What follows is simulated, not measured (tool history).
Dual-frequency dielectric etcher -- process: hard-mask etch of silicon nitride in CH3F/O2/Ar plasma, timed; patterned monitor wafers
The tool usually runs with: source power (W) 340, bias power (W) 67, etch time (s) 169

run	hour	source power (W)	bias power (W)	etch time (s)	read-back reference wafer on the same gauge, depth_nm	mean etch depth across the wafer (Å)
1	0	340	67	169	95.2	1046
2	25.2	340	67	169	95.1	1045
# hour 60.3: wet clean of the chamber
# hour 60.9: bias power generator calibrated
3	61.4	340	67	169	94.9	1101
4	61.8	340	67	169	94.8	1088
5	92.1	340	67	169	95.2	1092
6	126.4	340	67	169	94.9	1081
7	145.4	340	67	169	94.9	1068
8	164.8	370	72	207.5	94.8	1384
9	185.2	340	67	169	94.9	1073
# hour 200.1: source power generator calibrated
10	214.3	340	82	169	95.1	1117
11	247.6	340	67	169	95.1	1067
12	270.2	340	67	169	95.1	1059
# hour 285.1: gauge calibrated
13	297.1	420	52	206.5	95.1	1326
14	328.9	340	67	189	95	1169
15	358.2	340	67	169	94.9	1056
# hour 408.7: wet clean of the chamber
16	409.2	340	67	169	95.3	1094
17	422	340	67	169	95.1	1084
# hour 459.8: upper electrode replaced
18	460.3	340	73	169	95.2	1104
19	480.6	370	72	188	94.8	1264
20	516.5	370	67	169	95.3	1105
21	603.3	280	62	169	95.1	1002
22	620.8	370	72	188	95.1	1234
23	646.4	340	67	169	94.9	1071
24	659.5	280	67	218.5	94.9	1297
25	692	410	50	169	94.9	1064
26	709.8	300	72	148	94.7	917
27	753	420	57	169	94.8	1080
# hour 867.7: wet clean of the chamber
28	868.2	290	80	217.5	95	1402
29	868.6	340	67	169	95.1	1096

For each run, the measured value with the value that run would have given without the tool's hidden condition subtracted. The run-to-run variation is shared by both, the gauge scatter possibly not:
Unlogged tool condition in this case: etch rate over this chamber's usual, %; source power that arrives over what is set, %; bias power that arrives over what is set, %; gauge reads high (%).
run	mean etch depth across the wafer (Å)
1	-49
2	-52
3	-4
4	-5
5	-8
6	-11
7	-13
8	-21
9	-18
10	-22
11	-25
12	-27
13	-39
14	-38
15	-37
16	+3
17	+2
18	-3
19	-6
20	-10
21	-18
22	-25
23	-24
24	-31
25	-29
26	-27
27	-36
28	+0
29	-1
